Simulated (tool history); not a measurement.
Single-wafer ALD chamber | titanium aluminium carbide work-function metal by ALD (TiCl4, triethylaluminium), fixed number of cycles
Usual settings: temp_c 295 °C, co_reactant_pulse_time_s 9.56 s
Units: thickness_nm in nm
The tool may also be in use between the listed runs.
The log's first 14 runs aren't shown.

| run | hour | temp_c | co_reactant_pulse_time_s | wafers since the last listed run | hours since the last thermocouple change | hours since the last triethylaluminium bottle change | hours since the showerhead was replaced | hours since the gauge calibration | read-back reference wafer on the same gauge, thickness_nm | thickness_nm |
|---|---|---|---|---|---|---|---|---|---|---|
| 15 | 877.1 | 295 | 9.56 | 598 | 1535.6 | 1802.4 | 433.1 | 302.1 | 2.060 | 1.889 |
| 16 | 926.2 | 285 | 13.36 | 825 | 1584.7 | 1851.5 | 482.2 | 351.2 | 2.058 | 1.874 |
| 17 | 973.2 | 290 | 9.56 | 790 | 1631.7 | 1898.5 | 529.2 | 398.2 | 2.061 | 1.813 |
|  | 1050.2 | thermocouple changed; heater temperature recalibrated |
| 18 | 1050.7 | 295 | 6.18 | 1168 | 0.5 | 1976.0 | 606.7 | 475.7 | 2.061 | 1.625 |
| 19 | 1088.5 | 295 | 5.99 | 635 | 38.3 | 2013.8 | 644.5 | 513.5 | 2.060 | 1.612 |
| 20 | 1124.2 | 283 | 11.31 | 600 | 74.0 | 2049.5 | 680.2 | 549.2 | 2.060 | 1.770 |
|  | 1172.8 | triethylaluminium bottle replaced |
| 21 | 1195.7 | 303 | 8.01 | 1067 | 145.5 | 22.9 | 751.7 | 620.7 | 2.059 | 1.943 |
| 22 | 1256.6 | 291 | 11.65 | 1023 | 206.4 | 83.8 | 812.6 | 681.6 | 2.061 | 1.900 |
| 23 | 1281.2 | 308 | 7.26 | 413 | 231.0 | 108.4 | 837.2 | 706.2 | 2.061 | 1.941 |
| 24 | 1309.7 | 304 | 9.56 | 479 | 259.5 | 136.9 | 865.7 | 734.7 | 2.060 | 1.988 |
| 25 | 1356.2 | 289 | 11.54 | 781 | 306.0 | 183.4 | 912.2 | 781.2 | 2.058 | 1.900 |
| 26 | 1414.0 | 295 | 9.56 | 971 | 363.8 | 241.2 | 970.0 | 839.0 | 2.061 | 1.900 |
| 27 | 1451.0 | 295 | 6.77 | 622 | 400.8 | 278.2 | 1007.0 | 876.0 | 2.061 | 1.787 |
| 28 | 1496.3 | 280 | 9.56 | 761 | 446.1 | 323.5 | 1052.3 | 921.3 | 2.060 | 1.768 |
| 29 | 1547.6 | 306 | 10.66 | 862 | 497.4 | 374.8 | 1103.6 | 972.6 | 2.061 | 2.035 |
| 30 | 1572.9 | 304 | 11.58 | 425 | 522.7 | 400.1 | 1128.9 | 997.9 | 2.058 | 2.033 |
| 31 | 1608.9 | 295 | 9.56 | 605 | 558.7 | 436.1 | 1164.9 | 1033.9 | 2.061 | 1.894 |
| 32 | 1659.1 | 281 | 12.46 | 844 | 608.9 | 486.3 | 1215.1 | 1084.1 | 2.062 | 1.837 |

5 ways to go on from here, each from the tool as it stands after run 32. What would each give?
| A | 1659.5 | 302 | 9.56 | 6 | 609.3 | 486.7 | 1215.5 | 1084.5 | ? | ? |
| B | 1659.5 | 295 | 6.73 | 6 | 609.3 | 486.7 | 1215.5 | 1084.5 | ? | ? |
| C | 1659.5 | 286 | 5.98 | 6 | 609.3 | 486.7 | 1215.5 | 1084.5 | ? | ? |
| D | 1659.5 | 284 | 9.56 | 6 | 609.3 | 486.7 | 1215.5 | 1084.5 | ? | ? |
| E | 1659.5 | 305 | 11.59 | 6 | 609.3 | 486.7 | 1215.5 | 1084.5 | ? | ? |

| run | read-back reference wafer on the same gauge, thickness_nm | thickness_nm |
|---|---|---|
| A | 2.060 | 1.968 |
| B | 2.060 | 1.760 |
| C | 2.060 | 1.624 |
| D | 2.060 | 1.802 |
| E | 2.060 | 2.048 |
Without the tool's hidden state the same runs would have given:
| run | thickness_nm |
|---|---|
| A | 1.970 |
| B | 1.790 |
| C | 1.660 |
| D | 1.801 |
| E | 2.036 |
